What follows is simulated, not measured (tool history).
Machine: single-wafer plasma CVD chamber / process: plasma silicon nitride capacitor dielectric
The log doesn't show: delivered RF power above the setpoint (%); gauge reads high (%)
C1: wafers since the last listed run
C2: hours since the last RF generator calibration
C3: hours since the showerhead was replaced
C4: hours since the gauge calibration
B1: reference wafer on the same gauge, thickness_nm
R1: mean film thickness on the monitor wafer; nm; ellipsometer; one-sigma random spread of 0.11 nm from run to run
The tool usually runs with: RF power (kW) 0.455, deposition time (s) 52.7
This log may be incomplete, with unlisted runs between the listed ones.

run 1 day=0 | RF_power_(kW)=0.455 deposition_time_(s)=52.7 | C1=0 C2=922.5 C3=3382.4 C4=140.4 | B1=79.507 | R1=72.491
run 2 day=0.279 | RF_power_(kW)=0.525 deposition_time_(s)=52.7 | C1=148 C2=929.2 C3=3389.1 C4=147.1 | B1=79.502 | R1=75.95
run 3 day=0.929 | RF_power_(kW)=0.525 deposition_time_(s)=52.7 | C1=346 C2=944.8 C3=3404.7 C4=162.7 | B1=79.52 | R1=76.119
run 4 day=1.667 | RF_power_(kW)=0.455 deposition_time_(s)=52.7 | C1=393 C2=962.5 C3=3422.4 C4=180.4 | B1=79.5 | R1=72.676
run 5 day=2.004 | RF_power_(kW)=0.455 deposition_time_(s)=52.7 | C1=180 C2=970.6 C3=3430.5 C4=188.5 | B1=79.493 | R1=72.741
run 6 day=2.571 | RF_power_(kW)=0.455 deposition_time_(s)=52.7 | C1=302 C2=984.2 C3=3444.1 C4=202.1 | B1=79.513 | R1=72.428
run 7 day=3.004 | RF_power_(kW)=0.455 deposition_time_(s)=52.7 | C1=231 C2=994.6 C3=3454.5 C4=212.5 | B1=79.475 | R1=72.457
run 8 day=3.629 | RF_power_(kW)=0.455 deposition_time_(s)=52.7 | C1=333 C2=1009.6 C3=3469.5 C4=227.5 | B1=79.492 | R1=72.473
-- day=4.292 showerhead replaced
run 9 day=4.375 | RF_power_(kW)=0.455 deposition_time_(s)=52.7 | C1=220 C2=1027.5 C3=2 C4=245.4 | B1=79.467 | R1=72.453
-- day=4.621 gauge calibrated
run 10 day=4.908 | RF_power_(kW)=0.455 deposition_time_(s)=52.7 | C1=284 C2=1040.3 C3=14.8 C4=6.9 | B1=79.485 | R1=72.626
run 11 day=5.217 | RF_power_(kW)=0.425 deposition_time_(s)=42.4 | C1=164 C2=1047.7 C3=22.2 C4=14.3 | B1=79.503 | R1=57.016
run 12 day=5.512 | RF_power_(kW)=0.54 deposition_time_(s)=56 | C1=157 C2=1054.8 C3=29.3 C4=21.4 | B1=79.503 | R1=81.579
-- day=6.046 RF generator calibrated
run 13 day=6.067 | RF_power_(kW)=0.455 deposition_time_(s)=52.7 | C1=117 C2=0.5 C3=42.6 C4=34.7 | B1=79.523 | R1=74.589
run 14 day=6.412 | RF_power_(kW)=0.455 deposition_time_(s)=52.7 | C1=184 C2=8.8 C3=50.9 C4=43 | B1=79.513 | R1=74.647
run 15 day=6.683 | RF_power_(kW)=0.455 deposition_time_(s)=52.7 | C1=144 C2=15.3 C3=57.4 C4=49.5 | B1=79.518 | R1=74.567
run 16 day=7.342 | RF_power_(kW)=0.515 deposition_time_(s)=47.9 | C1=351 C2=31.1 C3=73.2 C4=65.3 | B1=79.448 | R1=70.672
run 17 day=7.788 | RF_power_(kW)=0.545 deposition_time_(s)=61 | C1=237 C2=41.8 C3=83.9 C4=76 | B1=79.466 | R1=91.714
run 18 day=8.533 | RF_power_(kW)=0.42 deposition_time_(s)=55.5 | C1=398 C2=59.7 C3=101.8 C4=93.9 | B1=79.511 | R1=75.966
run 19 day=9.225 | RF_power_(kW)=0.455 deposition_time_(s)=61.4 | C1=369 C2=76.3 C3=118.4 C4=110.5 | B1=79.504 | R1=86.787
run 20 day=9.562 | RF_power_(kW)=0.455 deposition_time_(s)=52.7 | C1=180 C2=84.4 C3=126.5 C4=118.6 | B1=79.524 | R1=74.135
run 21 day=10.05 | RF_power_(kW)=0.39 deposition_time_(s)=58.6 | C1=260 C2=96.1 C3=138.2 C4=130.3 | B1=79.479 | R1=77.973

Predict each of these 5 candidate next runs independently; none follows another, all start after run 21:
run A day=10.067 | RF_power_(kW)=0.455 deposition_time_(s)=52.7 | C1=8 C2=96.5 C3=138.6 C4=130.7 | B1=? | R1=?
run B day=10.067 | RF_power_(kW)=0.485 deposition_time_(s)=59.5 | C1=8 C2=96.5 C3=138.6 C4=130.7 | B1=? | R1=?
run C day=10.067 | RF_power_(kW)=0.415 deposition_time_(s)=52.7 | C1=8 C2=96.5 C3=138.6 C4=130.7 | B1=? | R1=?
run D day=10.067 | RF_power_(kW)=0.455 deposition_time_(s)=58.1 | C1=8 C2=96.5 C3=138.6 C4=130.7 | B1=? | R1=?
run E day=10.067 | RF_power_(kW)=0.455 deposition_time_(s)=44.3 | C1=8 C2=96.5 C3=138.6 C4=130.7 | B1=? | R1=?

run=A B1=79.495 R1=74.295
run=B B1=79.495 R1=85.75
run=C B1=79.495 R1=71.943
run=D B1=79.495 R1=81.907
run=E B1=79.495 R1=62.453
With the hidden condition removed and each run's random variation left untouched, the same runs would have given:
run=A R1=75.043
run=B R1=86.615
run=C R1=72.669
run=D R1=82.733
run=E R1=63.082
